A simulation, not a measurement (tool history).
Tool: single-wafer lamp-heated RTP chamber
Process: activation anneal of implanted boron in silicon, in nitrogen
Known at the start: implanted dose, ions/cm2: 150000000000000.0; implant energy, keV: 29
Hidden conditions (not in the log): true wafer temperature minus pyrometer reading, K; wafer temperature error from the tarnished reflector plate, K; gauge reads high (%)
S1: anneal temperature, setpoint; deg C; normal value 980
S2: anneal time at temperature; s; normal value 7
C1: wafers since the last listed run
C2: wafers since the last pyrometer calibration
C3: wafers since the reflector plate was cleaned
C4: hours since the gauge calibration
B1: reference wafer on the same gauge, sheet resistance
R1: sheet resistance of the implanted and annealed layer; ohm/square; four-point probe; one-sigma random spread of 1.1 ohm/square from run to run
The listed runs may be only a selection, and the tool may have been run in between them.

run	hour	S1	S2	C1	C2	C3	C4	B1	R1
1	0	980	7	0	605	6687	285.9	611.81	566.92
2	17.2	980	7	293	899	6981	303.1	611.93	565.63
3	32.8	980	6	266	1165	7247	318.7	612.08	568.31
4	44.5	980	6	199	1365	7447	330.4	611.93	568.45
5	55.3	980	6	184	1549	7631	341.2	611.79	568.2
6	64.3	999	8	153	1703	7785	350.2	611.89	561.59
7	72.7	999	8	143	1846	7928	358.6	612.16	562.52
8	84.3	999	8	198	2044	8126	370.2	611.81	560.62
9	101.4	980	7	291	2336	8418	387.3	611.88	565.47
10	116.7	980	7	261	2597	8680	402.6	612.26	566.53
11	123.5	980	7	116	2713	8796	409.4	611.85	565.62
12	135.6	980	7	206	2920	9002	421.5	612.04	567.89
13	141.9	980	7	107	3028	9110	427.8	612.15	565.77
14	153	980	7	189	3217	9299	438.9	611.99	565.89
# hour 155.5: gauge calibrated
# hour 163.1: pyrometer window cleaned and pyrometer calibrated
15	168.9	980	7	134	99	9434	13.4	612.33	564.63
16	182.3	967	10	228	328	9663	26.8	612.06	567.27
17	188.6	980	8	107	435	9770	33.1	612.17	565.24
18	202.5	980	7	237	672	10008	47	612.04	563.34
19	218.6	972	10	274	947	10283	63.1	612.12	566.09
# hour 230.8: reflector plate cleaned
# hour 240.6: pyrometer window cleaned and pyrometer calibrated, repeated, since the last time left the tool worse
20	241.1	980	5	110	7	39	85.6	612.1	570.81
21	245.9	980	7	81	89	121	90.4	611.87	566.59
22	256.5	957	5	180	270	302	101	612.17	593.25
23	268.2	1006	7	199	470	502	112.7	612.32	559.74
24	274.8	980	7	112	583	614	119.3	611.99	565.83
25	287	980	7	208	791	823	131.5	611.98	567.9
26	294.6	980	7	129	921	953	139.1	612.07	566.96
27	301.9	964	6	124	1045	1077	146.4	611.76	577.19
28	311.9	1006	4	170	1216	1248	156.4	611.94	561.7
29	328	980	11	274	1491	1523	172.5	611.73	564.26
30	345.3	964	10	295	1786	1818	189.8	612.15	576.41

Each row is a separate what-if for the run after 30, all from the same tool condition, not one after another. Results?
A	345.7	980	7	6	1793	1825	190.2	?	?
B	345.7	996	4	6	1793	1825	190.2	?	?
C	345.7	972	7	6	1793	1825	190.2	?	?
D	345.7	970	9	6	1793	1825	190.2	?	?

run	B1	R1
A	612.03	566.18
B	612.03	562.44
C	612.03	570.63
D	612.03	570.9
Without the tool's hidden state the same runs would have given:
run	R1
A	569.29
B	563.87
C	575.28
D	575.83
